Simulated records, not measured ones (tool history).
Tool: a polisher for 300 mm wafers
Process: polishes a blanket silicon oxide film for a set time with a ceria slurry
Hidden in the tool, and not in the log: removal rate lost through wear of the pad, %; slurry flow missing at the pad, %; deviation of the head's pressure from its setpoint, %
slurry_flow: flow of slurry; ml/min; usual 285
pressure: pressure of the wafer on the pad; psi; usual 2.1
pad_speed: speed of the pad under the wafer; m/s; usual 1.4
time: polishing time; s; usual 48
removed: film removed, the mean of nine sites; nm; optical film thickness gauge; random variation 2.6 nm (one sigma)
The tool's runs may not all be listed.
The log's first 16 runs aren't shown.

| run | hour | slurry_flow | pressure | pad_speed | time | wafers since the last listed run | wafers polished on this pad | hours since the slurry nozzle was cleaned | hours since the head pressure was calibrated | incoming thickness of the incoming film, nm | removed |
|---|---|---|---|---|---|---|---|---|---|---|---|
| 17 | 262 | 285 | 1.9 | 1.4 | 48 | 128 | 942 | 465.8 | 1209.1 | 1870.2 | 221.3 |
|  | 268.7 | worn pad replaced by a new one |
| 18 | 277.5 | 285 | 2.1 | 1.6 | 48 | 106 | 82 | 481.3 | 1224.6 | 1874.2 | 266.6 |
| 19 | 286.4 | 285 | 2.1 | 1.4 | 48 | 82 | 165 | 490.2 | 1233.5 | 1887.9 | 243.3 |
| 20 | 297.5 | 355 | 1.8 | 1.64 | 62 | 103 | 268 | 501.3 | 1244.6 | 1864.4 | 319.5 |
| 21 | 311.4 | 285 | 2.1 | 1.4 | 48 | 129 | 397 | 515.2 | 1258.5 | 1868 | 244 |
|  | 317.9 | slurry nozzle cleaned |
| 22 | 325 | 285 | 2.1 | 1.14 | 48 | 117 | 514 | 7.1 | 1272.1 | 1830.5 | 205.6 |
| 23 | 339.1 | 285 | 2.1 | 1 | 48 | 131 | 645 | 21.2 | 1286.2 | 1843.9 | 187.5 |
| 24 | 351.5 | 285 | 2.1 | 1.4 | 32 | 115 | 761 | 33.6 | 1298.6 | 1886.7 | 162.2 |
|  | 367.7 | head pressure recalibrated |
| 25 | 368.2 | 285 | 2.1 | 1.72 | 33 | 136 | 898 | 50.3 | 0.5 | 1900.3 | 195.5 |
| 26 | 379.8 | 285 | 2.1 | 1.4 | 48 | 107 | 1005 | 61.9 | 12.1 | 1876.1 | 237.4 |
|  | 384.8 | worn pad replaced by a new one |
| 27 | 396 | 370 | 2.1 | 1.4 | 40 | 113 | 104 | 78.1 | 28.3 | 1843.2 | 206.1 |
| 28 | 407.7 | 285 | 2.1 | 1.4 | 48 | 108 | 213 | 89.8 | 40 | 1826.9 | 245.6 |
| 29 | 419.6 | 285 | 2.4 | 1.4 | 48 | 110 | 324 | 101.7 | 51.9 | 1866.8 | 270 |
| 30 | 430.8 | 375 | 2.1 | 1.4 | 48 | 104 | 428 | 112.9 | 63.1 | 1870.5 | 246.5 |
| 31 | 438.9 | 215 | 2.3 | 1.22 | 53 | 75 | 503 | 121 | 71.2 | 1842.3 | 251.4 |
| 32 | 448.9 | 285 | 2.1 | 1.78 | 34 | 93 | 596 | 131 | 81.2 | 1854.8 | 210.2 |
| 33 | 462 | 285 | 2.1 | 1.4 | 48 | 121 | 718 | 144.1 | 94.3 | 1853 | 245.4 |
| 34 | 470.8 | 285 | 2.1 | 1.4 | 48 | 81 | 800 | 152.9 | 103.1 | 1870 | 244.8 |
|  | 476.3 | worn pad replaced by a new one |
| 35 | 479.3 | 285 | 2.1 | 1.84 | 56 | 41 | 28 | 161.4 | 111.6 | 1866.7 | 355.4 |
| 36 | 494.4 | 285 | 2.6 | 1.4 | 48 | 140 | 168 | 176.5 | 126.7 | 1874 | 286.5 |
| 37 | 502.6 | 285 | 1.8 | 1.76 | 42 | 76 | 244 | 184.7 | 134.9 | 1871.3 | 222 |

4 ways to go on from here, each from the tool as it stands after run 37. What would each give?
| A | 503 | 285 | 2.1 | 1.4 | 48 | 3 | 248 | 185.1 | 135.3 | 1907.8 | ? |
| B | 503 | 285 | 2.5 | 1.84 | 48 | 3 | 248 | 185.1 | 135.3 | 1907.8 | ? |
| C | 503 | 360 | 2.8 | 1.2 | 48 | 3 | 248 | 185.1 | 135.3 | 1907.8 | ? |
| D | 503 | 355 | 2.1 | 1.1 | 48 | 3 | 248 | 185.1 | 135.3 | 1907.8 | ? |

| run | removed |
|---|---|
| A | 244.9 |
| B | 351.3 |
| C | 284 |
| D | 208.7 |
Without the tool's hidden state the same runs would have given:
| run | removed |
|---|---|
| A | 244.9 |
| B | 351.3 |
| C | 284 |
| D | 208.7 |

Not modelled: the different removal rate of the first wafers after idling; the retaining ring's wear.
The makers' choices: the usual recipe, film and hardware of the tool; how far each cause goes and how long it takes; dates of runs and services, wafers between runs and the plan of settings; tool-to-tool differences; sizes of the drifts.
